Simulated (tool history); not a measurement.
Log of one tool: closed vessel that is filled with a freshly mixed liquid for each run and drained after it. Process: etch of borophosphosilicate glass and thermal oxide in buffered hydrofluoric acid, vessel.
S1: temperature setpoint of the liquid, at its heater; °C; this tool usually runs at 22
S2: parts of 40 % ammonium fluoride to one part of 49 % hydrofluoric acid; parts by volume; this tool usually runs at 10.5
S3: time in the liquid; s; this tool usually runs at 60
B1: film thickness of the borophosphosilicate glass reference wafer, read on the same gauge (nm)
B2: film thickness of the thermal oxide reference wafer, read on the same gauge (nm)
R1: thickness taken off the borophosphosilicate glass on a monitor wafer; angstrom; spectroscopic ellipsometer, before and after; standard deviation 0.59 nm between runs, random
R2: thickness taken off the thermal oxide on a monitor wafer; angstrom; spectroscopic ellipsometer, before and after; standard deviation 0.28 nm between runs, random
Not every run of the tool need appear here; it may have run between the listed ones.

run	hour	S1	S2	S3	B1	B2	R1	R2
1	0	22	10.5	60	110.01	99.99	1342.3	570
2	50.1	22	10.5	60	109.98	99.99	1335.7	572.7
3	83.9	22	10.5	60	109.96	99.98	1332.5	573
4	141.9	22	10.5	60	110.02	100.01	1353	569.7
# hour 181.8: thermometer replaced
5	187.6	22	10.5	75	109.96	100	1759	751.1
6	237.2	22	10.5	45	109.96	100.02	1057.4	452.2
7	277.1	26	10.5	75	110.03	100	2187.9	941.4
8	332.9	22	10.5	60	109.93	99.98	1412.6	604.1
9	386.7	20.5	12	60	109.96	100.02	1151.9	489.8
10	456.5	22	12	60	110	100	1255.5	528.2
11	483.8	22	12	60	110.01	100.02	1253.2	532.9
# hour 500.7: hydrofluoric acid flow meter replaced
12	515.9	22	10.5	60	109.96	99.99	1356.2	569.9
13	568.7	22	9	60	109.97	99.99	1512.1	646.9
14	602.7	22	7.5	30	110.02	100.02	923.1	391.8
# hour 635: gauge calibrated
15	681	22	10.5	45	110.02	99.98	1008	433.5
16	705	17	13.5	85	109.97	99.99	1130.1	483.1
17	763.7	17.5	8.5	30	109.97	99.99	635.2	267.8
18	829.8	22	14.5	35	109.98	99.97	574	244.8
19	863.7	19	12	90	109.97	100.03	1512.8	641.3
20	905.9	24	10.5	35	110.03	100	885.7	375.5
21	932.1	18.5	13	60	110	99.99	903.9	385.9
22	982.7	23.5	8.5	60	110.01	100.02	1766.2	750
23	1029.2	22	10.5	60	109.98	100	1357.6	579.2
24	1069.3	22	10.5	60	110.04	100	1344	578.3

Predict each of these 5 candidate next runs independently; none follows another, all start after run 24:
A	1070	22	10.5	60	?	?	?	?
B	1070	26	10.5	60	?	?	?	?
C	1070	20	10.5	60	?	?	?	?
D	1070	23.5	9.5	30	?	?	?	?
E	1070	27	12	85	?	?	?	?

run	B1	B2	R1	R2
A	109.96	100	1346.7	576.5
B	109.96	100	1671.8	717.4
C	109.96	100	1206.2	515.6
D	109.96	100	784	335.6
E	109.96	100	2191.4	941.7
Without the tool's unlogged condition, the same runs would have read:
run	R1	R2
A	1341.4	574.5
B	1664.2	714.5
C	1201.8	514
D	788.7	337.8
E	2181	937.7
